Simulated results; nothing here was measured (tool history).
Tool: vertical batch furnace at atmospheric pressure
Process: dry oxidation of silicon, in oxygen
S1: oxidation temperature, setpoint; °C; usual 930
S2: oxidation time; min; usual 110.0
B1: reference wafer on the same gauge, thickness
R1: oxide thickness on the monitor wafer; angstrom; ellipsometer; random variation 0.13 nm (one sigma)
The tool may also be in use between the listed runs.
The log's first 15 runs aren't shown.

run,hour,S1,S2,B1,R1
16,398.7,944,110.0,34.55,493.1
17,423.6,918,110.0,34.56,378.1
18,442.7,950,110.0,34.60,525.7
19,465.1,938,87.0,34.56,393.2
20,490.4,938,90.0,34.61,401.5
21,518.3,930,133.0,34.62,490.0
# hour 546.3: boat lift adjusted
22,546.8,911,128.5,34.59,389.2
23,566.8,930,110.0,34.55,425.8
24,593.7,930,110.0,34.58,423.9
25,610.8,923,145.0,34.60,482.4
26,625.6,930,69.0,34.58,309.4
27,652.6,930,69.0,34.66,308.7
28,673.0,914,110.0,34.56,361.3
29,691.4,942,68.5,34.58,346.9
30,705.6,930,110.0,34.66,426.6
31,735.8,911,85.5,34.63,294.8

Forecast each of these 3 alternatives for the next run:
A,741.0,930,156.5,?,?
B,741.0,910,83.5,?,?
C,741.0,941,128.0,?,?

run,B1,R1
A,34.63,545.1
B,34.63,286.6
C,34.63,529.7
Without the tool's hidden state the same runs would have given:
run,R1
A,543.7
B,285.9
C,528.4
